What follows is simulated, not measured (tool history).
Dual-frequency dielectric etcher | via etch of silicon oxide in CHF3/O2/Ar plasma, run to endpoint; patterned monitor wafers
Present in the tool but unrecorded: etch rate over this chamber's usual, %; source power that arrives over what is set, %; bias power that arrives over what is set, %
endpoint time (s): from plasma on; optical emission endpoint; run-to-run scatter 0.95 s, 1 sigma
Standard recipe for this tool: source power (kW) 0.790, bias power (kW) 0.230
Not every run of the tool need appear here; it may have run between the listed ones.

run	day	source power (kW)	bias power (kW)	wafers since the last listed run	hours since the last wet clean	hours since the last source power generator calibration	hours since the last bias power generator calibration	hours since the last upper electrode change	incoming incoming film thickness, nm	endpoint time (s)
1	0.000	0.790	0.211	0	102.5	3348.5	1172.8	2687.6	424.2	163.8
2	1.404	0.790	0.230	158	136.2	3382.2	1206.5	2721.3	424.6	154.8
3	2.462	0.690	0.274	119	161.6	3407.6	1231.9	2746.7	422.1	147.5
4	3.400	0.690	0.274	105	184.1	3430.1	1254.4	2769.2	420.9	147.8
5	4.096	0.790	0.271	78	200.8	3446.8	1271.1	2785.9	424.8	141.7
6	4.921	0.790	0.271	93	220.6	3466.6	1290.9	2805.7	420.6	140.7
7	6.338	0.730	0.243	159	254.6	3500.6	1324.9	2839.7	425.5	153.4
8	7.658	0.730	0.243	149	286.3	3532.3	1356.6	2871.4	421.8	150.8
9	8.392	0.790	0.273	82	303.9	3549.9	1374.2	2889.0	424.4	136.5
# day 10.438: wet clean of the chamber
10	10.458	0.790	0.188	120	0.5	3599.5	1423.8	2938.6	428.2	182.0
11	10.600	0.930	0.230	15	3.9	3602.9	1427.2	2942.0	425.3	149.9
# day 11.671: upper electrode replaced, of another model than before
12	11.962	0.930	0.230	40	36.6	3635.6	1459.9	7.0	422.5	151.3
13	12.858	0.930	0.230	101	58.1	3657.1	1481.4	28.5	423.4	150.6
14	13.738	0.790	0.267	99	79.2	3678.2	1502.5	49.6	422.8	140.4
# day 14.533: bias power generator calibrated
15	15.150	0.640	0.273	140	113.1	3712.1	14.8	83.5	425.1	146.8

Run 16 has not been measured yet. What should we expect?
16	16.267	0.790	0.230	126	139.9	3738.9	41.6	110.3	424.2	?

Run 16 gave endpoint time (s) 156.4.
Without the tool's hidden state the same run would have given endpoint time (s) 158.3.
